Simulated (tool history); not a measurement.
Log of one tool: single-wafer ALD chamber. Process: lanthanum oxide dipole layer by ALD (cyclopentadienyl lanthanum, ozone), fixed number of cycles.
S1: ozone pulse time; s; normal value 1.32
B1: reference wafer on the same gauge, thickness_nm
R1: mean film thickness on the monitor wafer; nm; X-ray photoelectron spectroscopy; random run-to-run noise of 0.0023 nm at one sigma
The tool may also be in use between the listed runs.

run	day	S1	B1	R1
1	0.000	1.14	0.472	0.450
2	1.221	1.14	0.472	0.450
3	3.171	1.32	0.471	0.481
4	5.958	1.32	0.470	0.482
5	7.008	1.32	0.470	0.478
6	8.162	1.32	0.470	0.482
7	10.571	1.32	0.469	0.480
8	12.667	1.32	0.469	0.478
9	14.725	1.32	0.468	0.475
# day 15.808: thermocouple changed; heater temperature recalibrated
10	15.892	1.50	0.468	0.496
11	18.738	1.50	0.468	0.493
12	21.008	1.32	0.467	0.479
# day 22.117: ozone generator serviced
13	22.183	1.32	0.467	0.480
# day 23.958: gauge calibrated
14	24.462	1.32	0.483	0.490
15	26.329	1.32	0.481	0.495
16	27.821	1.32	0.481	0.492
17	29.567	0.86	0.482	0.349
18	32.108	1.84	0.481	0.521
# day 34.604: showerhead replaced
19	34.662	1.70	0.479	0.513
20	35.838	1.32	0.479	0.489
21	37.796	0.95	0.479	0.395
22	44.483	1.06	0.476	0.431
23	45.767	1.70	0.477	0.515
24	47.717	1.47	0.476	0.501
25	50.679	1.77	0.476	0.511
26	52.242	1.03	0.476	0.422
27	54.529	1.18	0.475	0.461
28	57.246	0.91	0.474	0.368
29	59.400	1.14	0.473	0.451
30	60.858	1.82	0.473	0.512
31	63.721	0.99	0.472	0.407
32	66.150	1.32	0.472	0.482
33	68.146	1.32	0.472	0.480
34	69.267	1.32	0.471	0.482

What was the tool's hidden state at every run in the log?
wafer temperature above the value expected at the setpoint (K): 0 at every run
ozone dose above that of a generator just serviced (%): 0 at every run
H1: gauge reads high (%)
run	H1
1	-2.43
2	-2.49
3	-2.59
4	-2.73
5	-2.78
6	-2.84
7	-2.96
8	-3.07
9	-3.17
10	-3.23
11	-3.38
12	-3.49
13	-3.55
14	-0.385
15	-0.48
16	-0.556
17	-0.644
18	-0.773
19	-0.902
20	-0.962
21	-1.06
22	-1.4
23	-1.47
24	-1.56
25	-1.71
26	-1.79
27	-1.91
28	-2.05
29	-2.16
30	-2.23
31	-2.38
32	-2.5
33	-2.6
34	-2.66
